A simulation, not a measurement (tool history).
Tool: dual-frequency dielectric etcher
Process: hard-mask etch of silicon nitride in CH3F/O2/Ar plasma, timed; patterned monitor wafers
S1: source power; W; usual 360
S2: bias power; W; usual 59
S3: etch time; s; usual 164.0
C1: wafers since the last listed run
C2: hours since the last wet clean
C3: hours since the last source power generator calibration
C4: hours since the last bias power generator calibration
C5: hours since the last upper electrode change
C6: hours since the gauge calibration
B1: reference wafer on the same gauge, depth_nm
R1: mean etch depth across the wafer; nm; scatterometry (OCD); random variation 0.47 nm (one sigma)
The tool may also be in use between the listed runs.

| run | hour | S1 | S2 | S3 | C1 | C2 | C3 | C4 | C5 | C6 | B1 | R1 |
|---|---|---|---|---|---|---|---|---|---|---|---|---|
| 1 | 0.0 | 360 | 59 | 164.0 | 0 | 409.4 | 3649.6 | 18.3 | 2471.3 | 3.3 | 116.1 | 103.9 |
| 2 | 10.2 | 360 | 59 | 164.0 | 107 | 419.6 | 3659.8 | 28.5 | 2481.5 | 13.5 | 116.0 | 103.7 |
| 3 | 60.4 | 360 | 59 | 164.0 | 531 | 469.8 | 3710.0 | 78.7 | 2531.7 | 63.7 | 116.0 | 103.5 |
| 4 | 77.3 | 360 | 59 | 164.0 | 178 | 486.7 | 3726.9 | 95.6 | 2548.6 | 80.6 | 116.1 | 102.8 |
|  | 109.2 | wet clean of the chamber |
| 5 | 109.7 | 360 | 51 | 188.5 | 88 | 0.5 | 3759.3 | 128.0 | 2581.0 | 113.0 | 115.9 | 114.0 |
| 6 | 110.1 | 390 | 59 | 164.0 | 4 | 0.9 | 3759.7 | 128.4 | 2581.4 | 113.4 | 115.9 | 103.7 |
| 7 | 118.7 | 330 | 59 | 199.0 | 91 | 9.5 | 3768.3 | 137.0 | 2590.0 | 122.0 | 116.1 | 119.2 |
| 8 | 127.5 | 360 | 59 | 203.5 | 93 | 18.3 | 3777.1 | 145.8 | 2598.8 | 130.8 | 116.0 | 126.5 |
| 9 | 144.4 | 280 | 59 | 164.0 | 178 | 35.2 | 3794.0 | 162.7 | 2615.7 | 147.7 | 116.2 | 95.1 |
| 10 | 153.0 | 410 | 59 | 183.5 | 91 | 43.8 | 3802.6 | 171.3 | 2624.3 | 156.3 | 116.0 | 116.8 |
| 11 | 164.8 | 360 | 67 | 164.0 | 124 | 55.6 | 3814.4 | 183.1 | 2636.1 | 168.1 | 116.1 | 103.2 |
| 12 | 173.1 | 420 | 46 | 131.0 | 87 | 63.9 | 3822.7 | 191.4 | 2644.4 | 176.4 | 116.0 | 81.5 |
|  | 205.5 | wet clean of the chamber, repeated, since the last time left the tool worse |
| 13 | 213.6 | 360 | 59 | 164.0 | 174 | 8.1 | 3863.2 | 231.9 | 2684.9 | 216.9 | 116.1 | 104.2 |
| 14 | 222.6 | 360 | 59 | 164.0 | 95 | 17.1 | 3872.2 | 240.9 | 2693.9 | 225.9 | 115.8 | 105.6 |
|  | 233.3 | source power generator calibrated |
| 15 | 239.8 | 360 | 59 | 164.0 | 139 | 34.3 | 6.5 | 258.1 | 2711.1 | 243.1 | 115.9 | 105.1 |
| 16 | 254.1 | 360 | 59 | 164.0 | 151 | 48.6 | 20.8 | 272.4 | 2725.4 | 257.4 | 115.9 | 104.3 |
| 17 | 264.0 | 410 | 73 | 164.0 | 104 | 58.5 | 30.7 | 282.3 | 2735.3 | 267.3 | 116.1 | 113.4 |
|  | 297.1 | upper electrode replaced |
| 18 | 297.6 | 360 | 59 | 164.0 | 101 | 92.1 | 64.3 | 315.9 | 0.5 | 300.9 | 116.0 | 103.9 |
| 19 | 298.0 | 360 | 59 | 164.0 | 4 | 92.5 | 64.7 | 316.3 | 0.9 | 301.3 | 116.0 | 103.4 |
| 20 | 333.1 | 330 | 54 | 145.5 | 371 | 127.6 | 99.8 | 351.4 | 36.0 | 336.4 | 116.0 | 88.1 |
| 21 | 343.3 | 360 | 59 | 164.0 | 107 | 137.8 | 110.0 | 361.6 | 46.2 | 346.6 | 115.8 | 104.2 |
| 22 | 351.5 | 360 | 59 | 115.0 | 86 | 146.0 | 118.2 | 369.8 | 54.4 | 354.8 | 115.8 | 73.1 |
| 23 | 360.9 | 410 | 70 | 120.5 | 99 | 155.4 | 127.6 | 379.2 | 63.8 | 364.2 | 115.9 | 82.1 |
| 24 | 371.4 | 430 | 67 | 164.0 | 111 | 165.9 | 138.1 | 389.7 | 74.3 | 374.7 | 116.0 | 111.8 |
| 25 | 389.4 | 360 | 59 | 137.5 | 190 | 183.9 | 156.1 | 407.7 | 92.3 | 392.7 | 116.0 | 87.9 |
| 26 | 401.0 | 360 | 59 | 187.5 | 122 | 195.5 | 167.7 | 419.3 | 103.9 | 404.3 | 116.1 | 118.8 |
| 27 | 409.8 | 360 | 72 | 186.5 | 93 | 204.3 | 176.5 | 428.1 | 112.7 | 413.1 | 116.0 | 122.9 |
| 28 | 419.9 | 360 | 59 | 198.5 | 106 | 214.4 | 186.6 | 438.2 | 122.8 | 423.2 | 116.1 | 126.0 |
| 29 | 432.6 | 440 | 48 | 146.0 | 134 | 227.1 | 199.3 | 450.9 | 135.5 | 435.9 | 116.0 | 94.4 |
| 30 | 444.8 | 280 | 59 | 178.5 | 129 | 239.3 | 211.5 | 463.1 | 147.7 | 448.1 | 116.1 | 106.0 |

How the hidden state differs across the entries between the runs, from the last listed run before each to the first after it:
Between runs 4 and 5: wet clean of the chamber (hour 109.2)
  etch rate over this chamber's usual, %: -1.7 -> -3.32
  measured less the result without the state, R1: -1.8 -> -3.9 nm
Between runs 12 and 13: wet clean of the chamber, repeated, since the last time left the tool worse (hour 205.5)
  etch rate over this chamber's usual, %: -3.55 -> -0.137
  measured less the result without the state, R1: -3.0 -> -0.1 nm
Between runs 14 and 15: source power generator calibrated (hour 233.3)
  etch rate over this chamber's usual, %: -0.171 -> -0.236
  measured less the result without the state, R1: -0.2 -> -0.3 nm
Between runs 17 and 18: upper electrode replaced (hour 297.1)
  etch rate over this chamber's usual, %: -0.327 -> -0.453
  measured less the result without the state, R1: -0.4 -> -0.4 nm
